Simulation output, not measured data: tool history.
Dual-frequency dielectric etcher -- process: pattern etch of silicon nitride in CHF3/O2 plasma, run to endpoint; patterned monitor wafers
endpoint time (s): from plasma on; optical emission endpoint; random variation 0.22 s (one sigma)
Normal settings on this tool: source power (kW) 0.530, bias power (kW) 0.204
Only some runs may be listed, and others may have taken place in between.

| run | day | source power (kW) | bias power (kW) | incoming incoming film thickness, nm | endpoint time (s) |
|---|---|---|---|---|---|
| 1 | 0.000 | 0.430 | 0.165 | 88.3 | 61.5 |
| 2 | 0.533 | 0.530 | 0.204 | 88.7 | 54.8 |
| 3 | 1.033 | 0.530 | 0.204 | 88.4 | 53.9 |
| 4 | 1.721 | 0.530 | 0.204 | 88.8 | 54.4 |
| 5 | 2.321 | 0.530 | 0.204 | 88.6 | 54.5 |
| 6 | 2.821 | 0.530 | 0.185 | 88.1 | 55.6 |
| 7 | 3.142 | 0.530 | 0.185 | 88.7 | 56.5 |
| 8 | 3.692 | 0.560 | 0.204 | 88.5 | 53.4 |
| 9 | 4.171 | 0.560 | 0.204 | 88.9 | 53.2 |
| 10 | 4.679 | 0.530 | 0.204 | 88.0 | 53.5 |
| 11 | 6.412 | 0.530 | 0.204 | 88.9 | 54.3 |
| 12 | 6.975 | 0.530 | 0.204 | 87.3 | 53.0 |
|  | 8.125 | upper electrode replaced |
| 13 | 8.146 | 0.530 | 0.204 | 88.7 | 53.8 |
| 14 | 8.158 | 0.530 | 0.204 | 88.9 | 53.7 |
| 15 | 8.796 | 0.530 | 0.204 | 88.8 | 54.2 |
| 16 | 9.488 | 0.530 | 0.204 | 87.7 | 52.8 |
| 17 | 9.971 | 0.650 | 0.204 | 88.0 | 50.2 |
|  | 11.196 | wet clean of the chamber |
| 18 | 11.217 | 0.530 | 0.204 | 89.3 | 52.8 |
| 19 | 11.229 | 0.570 | 0.204 | 88.0 | 50.9 |
| 20 | 11.488 | 0.420 | 0.191 | 87.4 | 55.7 |
| 21 | 12.033 | 0.570 | 0.235 | 87.8 | 48.1 |
|  | 12.408 | source power generator calibrated |
| 22 | 12.717 | 0.400 | 0.254 | 88.7 | 51.5 |
| 23 | 14.892 | 0.530 | 0.204 | 88.7 | 51.8 |
|  | 15.308 | bias power generator calibrated |
| 24 | 15.329 | 0.610 | 0.236 | 88.4 | 47.3 |
| 25 | 15.475 | 0.560 | 0.243 | 87.8 | 47.5 |
|  | 16.679 | wet clean of the chamber, repeated, since the last time left the tool worse |
| 26 | 16.700 | 0.410 | 0.226 | 88.2 | 56.6 |
| 27 | 16.712 | 0.410 | 0.219 | 87.8 | 56.3 |
| 28 | 17.238 | 0.530 | 0.204 | 88.5 | 55.2 |
| 29 | 17.667 | 0.480 | 0.235 | 87.8 | 53.2 |
| 30 | 18.333 | 0.530 | 0.204 | 89.2 | 55.4 |
| 31 | 19.021 | 0.590 | 0.234 | 89.2 | 51.5 |
| 32 | 19.738 | 0.490 | 0.234 | 88.4 | 53.5 |
| 33 | 20.258 | 0.610 | 0.239 | 89.2 | 50.6 |
| 34 | 20.858 | 0.560 | 0.204 | 88.4 | 54.0 |
| 35 | 21.508 | 0.530 | 0.204 | 89.1 | 54.8 |
| 36 | 21.838 | 0.420 | 0.243 | 89.5 | 54.7 |

Branching from run 36: 3 alternative next runs. What would each branch give?
| A | 21.854 | 0.470 | 0.204 | 89.2 | ? |
| B | 21.854 | 0.530 | 0.189 | 89.2 | ? |
| C | 21.854 | 0.530 | 0.239 | 89.2 | ? |

| run | endpoint time (s) |
|---|---|
| A | 56.6 |
| B | 56.4 |
| C | 51.9 |
What these runs would have given with no unlogged condition in the tool:
| run | endpoint time (s) |
|---|---|
| A | 57.0 |
| B | 56.8 |
| C | 52.2 |
